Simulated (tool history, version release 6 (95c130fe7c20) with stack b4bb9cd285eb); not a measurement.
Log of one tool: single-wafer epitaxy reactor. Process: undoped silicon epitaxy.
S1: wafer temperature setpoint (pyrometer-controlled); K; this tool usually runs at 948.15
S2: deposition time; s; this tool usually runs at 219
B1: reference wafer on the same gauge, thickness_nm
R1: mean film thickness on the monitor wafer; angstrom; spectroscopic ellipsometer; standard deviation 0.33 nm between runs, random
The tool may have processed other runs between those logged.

run,hour,S1,S2,B1,R1
1,0.0,948.15,247,57.182,575.96
2,55.6,952.15,219,57.193,545.62
3,108.3,952.15,219,57.130,549.69
4,183.8,952.15,219,57.084,548.87
5,284.3,948.15,219,57.069,496.77
# hour 307.5: pyrometer calibrated
6,372.6,948.15,219,57.256,561.99
7,473.4,948.15,219,57.249,565.28
8,523.5,948.15,219,57.218,559.72
9,573.3,941.15,200,57.311,445.43
# hour 594.7: gauge calibrated
10,650.5,948.15,234,57.206,600.18
11,689.1,952.15,202,57.262,558.19
12,779.1,948.15,219,57.181,560.61
13,833.6,962.15,255,57.172,838.93
14,885.4,948.15,253,57.159,644.65

Run 15 has not been measured yet. What should we expect?
15,928.7,953.15,219,?,?

B1: 57.197
R1: 605.76 angstrom
On a tool with no hidden condition, and with the same random variation, this run would have come out at R1 614.83 angstrom.
